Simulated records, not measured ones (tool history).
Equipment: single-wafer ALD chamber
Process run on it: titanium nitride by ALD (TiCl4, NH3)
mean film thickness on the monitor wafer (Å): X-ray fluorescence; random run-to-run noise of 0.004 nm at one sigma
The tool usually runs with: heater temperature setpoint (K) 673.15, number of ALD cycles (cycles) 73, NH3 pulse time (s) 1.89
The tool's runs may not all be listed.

run   hour  heater temperature setpoint (K)  number of ALD cycles (cycles)  NH3 pulse time (s)  read-back reference wafer on the same gauge, thickness_nm  mean film thickness on the monitor wafer (Å)
  1      0                           678.15                             73                1.89                                                      1.601                                         16.03
  2   10.7                           678.15                             73                1.89                                                      1.599                                         16.05
  3   28.5                           678.15                             73                1.89                                                      1.601                                         16.06
  4   35.4                           666.15                             64                1.89                                                        1.6                                         13.95
  5   42.9                           673.15                             76                1.89                                                        1.6                                         16.67
  6   52.4                           673.15                             76                1.89                                                        1.6                                         16.64
  7   66.5                           673.15                             76                1.89                                                        1.6                                         16.63
  8   84.1                           669.15                             62                2.22                                                      1.601                                         13.53
  9    103                           661.15                             73                2.48                                                      1.601                                         15.97
 10  104.2                           673.15                             73                1.89                                                      1.599                                         16.02
 11  117.1                           673.15                             66                1.89                                                      1.601                                         14.45
 12  125.1                           673.15                             84                1.24                                                        1.6                                         18.16
 13  178.9                           673.15                             66                1.89                                                      1.599                                         14.51
 14  187.7                           673.15                             73                2.29                                                      1.597                                         16.08
 15  200.7                           685.15                             60                1.58                                                      1.598                                         13.15

Not shown: 3 entries that the log had between the listed runs. Between which runs, and how does the tool's hidden state differ before and after?
In the gap between runs 8 and 9: thermocouple changed; heater temperature recalibrated (hour 102.5)
  no difference in the tool's unlogged condition between these two runs
In the gap between runs 12 and 13: showerhead replaced (hour 136.3); gauge calibrated (hour 147.2)
  no difference in the tool's unlogged condition between these two runs
